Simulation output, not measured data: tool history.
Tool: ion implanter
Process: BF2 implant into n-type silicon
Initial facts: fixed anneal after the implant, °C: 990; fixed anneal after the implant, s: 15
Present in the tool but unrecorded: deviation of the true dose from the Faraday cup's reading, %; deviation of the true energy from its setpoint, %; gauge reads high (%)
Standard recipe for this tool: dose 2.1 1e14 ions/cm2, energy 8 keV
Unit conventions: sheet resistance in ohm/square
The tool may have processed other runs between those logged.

run,day,dose,energy,wafers since the last listed run,hours since the last dose calibration,hours since the extraction supply was calibrated,hours since the gauge calibration,"read-back reference wafer on the same gauge, sheet resistance",sheet resistance
1,0,1.75,8,0,1323.1,2562.1,75.7,757.24,731.96
2,3.233,1.75,8,1125,1400.7,2639.7,153.3,758.27,730.86
3,9.817,2.1,8,2291,1558.7,2797.7,311.3,758.42,645.3
4,11.846,2.1,8,706,1607.4,2846.4,360,757.5,642.01
5,14.842,2.1,8,1042,1679.3,2918.3,431.9,758.06,644.85
6,18.971,2.1,8,1437,1778.4,3017.4,531,758.08,648.46
7,22.225,2.1,8,1132,1856.5,3095.5,609.1,758.34,643.57
# day 24.167: extraction supply calibrated
# day 24.654: Faraday cup replaced and dose calibrated
8,24.888,1.78,8,694,5.6,17.3,673,757.65,724.92
9,29.112,1.78,8,1470,107,118.7,774.4,758.19,724.05
10,31.283,1.59,9,755,159.1,170.8,826.5,758.14,769.77
11,33.546,2.39,6,787,213.4,225.1,880.8,757.69,653.29
12,37.688,1.64,8.5,1441,312.8,324.5,980.2,757.99,759.91
13,39.346,2.5,9.5,577,352.6,364.3,1020,758.03,543.26
# day 39.825: gauge calibrated
14,41.554,1.59,5.5,768,405.6,417.3,41.5,758.01,861.65
15,43.85,1.7,5.5,799,460.7,472.4,96.6,757.75,830.72
16,47.871,1.73,6.5,1399,557.2,568.9,193.1,757.64,781.05
17,49.567,2.1,8,590,597.9,609.6,233.8,758.1,643.23
18,51.633,2.1,8,719,647.5,659.2,283.4,757.96,641.37

Predict the results of run 19:
19,53.517,2.51,9,655,692.7,704.4,328.6,?,?

Logged for run 19: read-back reference wafer on the same gauge, sheet resistance 758.16, sheet resistance 550.78 ohm/square.
With no hidden state in the tool, this same run would have given sheet resistance 550.78 ohm/square.
